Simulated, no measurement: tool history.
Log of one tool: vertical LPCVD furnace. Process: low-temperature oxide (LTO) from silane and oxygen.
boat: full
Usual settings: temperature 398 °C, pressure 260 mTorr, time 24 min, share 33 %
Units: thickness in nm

run	hour	temperature	pressure	time	share	wafers since the last listed run	hours since the last temperature calibration	hours since the pressure gauge was zeroed	hours since the silane flow controller was replaced	hours since the gauge calibration	read-back reference wafer on the same gauge, thickness	thickness
1	0	398	300	24	33	0	2043.8	3987.8	5741.1	98.5	181.96	223.41
2	14	398	260	24	33	347	2057.8	4001.8	5755.1	112.5	182.01	194.26
3	22.1	398	260	24	32	201	2065.9	4009.9	5763.2	120.6	181.93	186.14
4	36.8	398	260	24	32	365	2080.6	4024.6	5777.9	135.3	181.97	186.01
5	48.2	398	260	24	33	283	2092	4036	5789.3	146.7	182.02	193.86
6	56.5	398	260	24	33	206	2100.3	4044.3	5797.6	155	182.05	194.32
7	68.6	398	280	24	33	300	2112.4	4056.4	5809.7	167.1	181.95	208.94
8	85.5	398	260	24	33	419	2129.3	4073.3	5826.6	184	182.07	194.5
9	100.9	398	260	24	33	382	2144.7	4088.7	5842	199.4	182.08	194.07
# hour 132: pressure gauge zeroed
10	132.5	398	260	24	33	188	2176.3	0.5	5873.6	231	182.07	194.56
11	135.7	398	260	24	33	79	2179.5	3.7	5876.8	234.2	182.07	194.04
12	143.7	398	260	24	29	198	2187.5	11.7	5884.8	242.2	182.01	162.08
# hour 178.5: thermocouples replaced and temperature profile calibrated
13	179	398	260	24	29	280	0.5	47	5920.1	277.5	181.86	153.14
14	182.2	398	260	24	35	79	3.7	50.2	5923.3	280.7	182.04	201.13
15	189.5	398	260	24	35	181	11	57.5	5930.6	288	181.95	200.52
16	198	387	260	24	33	211	19.5	66	5939.1	296.5	182.02	161.5

Forecast run 17:
17	212.2	398	260	24	33	352	33.7	80.2	5953.3	310.7	?	?

Run 17 gave read-back reference wafer on the same gauge, thickness 182.01, thickness 184.74 nm.
Without the tool's hidden state the same run would have given thickness 184.48 nm.
